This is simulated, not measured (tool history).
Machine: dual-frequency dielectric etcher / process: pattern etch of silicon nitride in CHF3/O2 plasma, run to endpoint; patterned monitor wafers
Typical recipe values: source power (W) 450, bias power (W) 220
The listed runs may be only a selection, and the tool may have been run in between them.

run   hour  source power (W)  bias power (W)  wafers since the last listed run  hours since the last wet clean  hours since the last source power generator calibration  hours since the last bias power generator calibration  hours since the last upper electrode change  incoming incoming film thickness, nm  endpoint time (s)
  1    0.0               450             180                                 0                           322.1                                                   3020.4                                                 2272.5                                       2806.7                                  72.7               49.8
  2   32.5               450             180                               283                           354.6                                                   3052.9                                                 2305.0                                       2839.2                                  73.3               49.6
  3   60.4               450             180                               243                           382.5                                                   3080.8                                                 2332.9                                       2867.1                                  73.5               51.0
  4   95.6               510             199                               306                           417.7                                                   3116.0                                                 2368.1                                       2902.3                                  72.9               46.0
  5  134.6               510             199                               340                           456.7                                                   3155.0                                                 2407.1                                       2941.3                                  73.4               46.7
  6  160.3               510             199                               224                           482.4                                                   3180.7                                                 2432.8                                       2967.0                                  72.7               46.0
     176.7  -- bias power generator calibrated
  7  190.5               410             220                               228                           512.6                                                   3210.9                                                   13.8                                       2997.2                                  73.1               46.9
     222.6  -- upper electrode replaced, of another model than before
     242.3  -- wet clean of the chamber
  8  242.8               450             180                                74                             0.5                                                   3263.2                                                   66.1                                         20.2                                  73.5               51.0
  9  268.6               410             172                               224                            26.3                                                   3289.0                                                   91.9                                         46.0                                  73.2               53.1
 10  339.1               450             168                               614                            96.8                                                   3359.5                                                  162.4                                        116.5                                  73.0               51.8
 11  376.1               410             263                               322                           133.8                                                   3396.5                                                  199.4                                        153.5                                  73.6               47.5
     424.0  -- source power generator calibrated
 12  424.5               420             245                               387                           182.2                                                      0.5                                                  247.8                                        201.9                                  73.4               47.7
 13  494.2               450             167                               607                           251.9                                                     70.2                                                  317.5                                        271.6                                  72.9               50.0
 14  523.6               530             220                               256                           281.3                                                     99.6                                                  346.9                                        301.0                                  73.8               44.2
 15  566.9               370             200                               377                           324.6                                                    142.9                                                  390.2                                        344.3                                  73.2               51.7

Some steps in endpoint time (s), run to run, broken into two amounts with sign: the step expected even without the hidden condition (settings, incoming material, random variation), and the rest, left for the hidden condition together with whatever gauge scatter is not in both the measured and the hidden-condition-free result:
Unlogged tool condition in this case: etch rate over this chamber's usual, %; source power that arrives over what is set, %; bias power that arrives over what is set, %.
Run 7 -> 8: source power (W) 410 -> 450, bias power (W) 220 -> 180, upper electrode replaced, of another model than before, wet clean of the chamber. endpoint time (s) +4.1: hidden state +2.3, all else +1.8.
Run 14 -> 15: source power (W) 530 -> 370, bias power (W) 220 -> 200. endpoint time (s) +7.5: hidden state -0.4, all else +7.9.

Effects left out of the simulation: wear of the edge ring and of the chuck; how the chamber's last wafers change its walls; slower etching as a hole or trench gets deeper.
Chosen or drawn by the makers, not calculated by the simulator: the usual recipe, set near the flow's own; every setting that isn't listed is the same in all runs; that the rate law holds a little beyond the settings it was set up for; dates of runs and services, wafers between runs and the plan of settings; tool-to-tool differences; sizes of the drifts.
